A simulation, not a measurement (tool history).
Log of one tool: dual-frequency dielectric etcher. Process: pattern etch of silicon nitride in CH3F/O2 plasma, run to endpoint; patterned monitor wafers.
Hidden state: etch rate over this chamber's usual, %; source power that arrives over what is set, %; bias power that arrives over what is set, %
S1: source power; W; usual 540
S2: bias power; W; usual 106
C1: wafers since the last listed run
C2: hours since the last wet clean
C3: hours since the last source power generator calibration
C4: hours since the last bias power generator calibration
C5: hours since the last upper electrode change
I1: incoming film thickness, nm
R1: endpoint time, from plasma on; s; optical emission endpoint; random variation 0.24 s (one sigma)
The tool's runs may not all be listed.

run	hour	S1	S2	C1	C2	C3	C4	C5	I1	R1
1	0	540	106	0	533.7	2494.9	2351.6	4979.3	94.2	73.6
2	20	540	106	85	553.7	2514.9	2371.6	4999.3	94.3	73.4
# hour 51.3: wet clean of the chamber
3	51.8	630	106	33	0.5	2546.7	2403.4	5031.1	94.9	75
4	75.1	630	106	99	23.8	2570	2426.7	5054.4	94.4	74.7
5	110.8	540	115	153	59.5	2605.7	2462.4	5090.1	94.6	74.4
6	136.6	540	115	110	85.3	2631.5	2488.2	5115.9	94.9	73.9
7	156.3	540	115	84	105	2651.2	2507.9	5135.6	94.1	73.6
8	188.7	440	106	139	137.4	2683.6	2540.3	5168	96	81.2
# hour 223.5: source power generator calibrated
9	284.8	440	106	395	233.5	61.3	2636.4	5264.1	95.1	80.2
10	318.8	440	106	145	267.5	95.3	2670.4	5298.1	93.1	78.2
11	347.2	540	106	121	295.9	123.7	2698.8	5326.5	95.3	76.1
12	367	540	106	84	315.7	143.5	2718.6	5346.3	93.7	74.7
# hour 392.5: bias power generator calibrated
13	398.1	540	98	116	346.8	174.6	5.6	5377.4	94.6	79
14	415.8	630	99	75	364.5	192.3	23.3	5395.1	94.1	75.1
15	433.8	680	114	77	382.5	210.3	41.3	5413.1	93.2	69.1
16	460.5	460	106	114	409.2	237	68	5439.8	95.3	79.4
# hour 504.9: wet clean of the chamber
17	505.4	460	117	89	0.5	281.9	112.9	5484.7	95.8	77.6
# hour 541.9: upper electrode replaced
18	542.4	540	90	55	37.5	318.9	149.9	0.5	94.7	83.5
19	567.1	630	125	105	62.2	343.6	174.6	25.2	95.2	69.6
20	592.6	540	106	109	87.7	369.1	200.1	50.7	95.1	77.7
21	625.2	540	118	139	120.3	401.7	232.7	83.3	93.2	72.1
22	650.5	450	117	108	145.6	427	258	108.6	96.1	77.7
23	681	400	81	130	176.1	457.5	288.5	139.1	94	92
24	702.4	650	106	91	197.5	478.9	309.9	160.5	94.7	73
25	714.7	540	106	52	209.8	491.2	322.2	172.8	94.2	76.2
26	737.9	430	123	99	233	514.4	345.4	196	94.6	75.1
27	752.4	590	94	62	247.5	528.9	359.9	210.5	94.6	78.7
28	773.5	590	106	90	268.6	550	381	231.6	95.6	74.9
29	788.2	540	87	63	283.3	564.7	395.7	246.3	94.8	83.1
30	823.7	540	106	152	318.8	600.2	431.2	281.8	94.5	75.4
31	849.5	540	119	110	344.6	626	457	307.6	95.2	71.7
32	867.9	410	91	78	363	644.4	475.4	326	95.4	86.7
33	902.8	540	106	149	397.9	679.3	510.3	360.9	93.9	74.7
34	929.3	540	106	113	424.4	705.8	536.8	387.4	94.6	75
35	944.9	670	88	66	440	721.4	552.4	403	95.3	77.8
36	976.3	430	119	134	471.4	752.8	583.8	434.4	94.5	74.5

Forecast each of these 3 alternatives for the next run:
A	976.8	540	106	2	471.9	753.3	584.3	434.9	95.1	?
B	976.8	460	88	2	471.9	753.3	584.3	434.9	95.1	?
C	976.8	630	119	2	471.9	753.3	584.3	434.9	95.1	?

run	R1
A	74.8
B	84.5
C	68.4
Without the tool's hidden state the same runs would have given:
run	R1
A	78.7
B	88.9
C	72

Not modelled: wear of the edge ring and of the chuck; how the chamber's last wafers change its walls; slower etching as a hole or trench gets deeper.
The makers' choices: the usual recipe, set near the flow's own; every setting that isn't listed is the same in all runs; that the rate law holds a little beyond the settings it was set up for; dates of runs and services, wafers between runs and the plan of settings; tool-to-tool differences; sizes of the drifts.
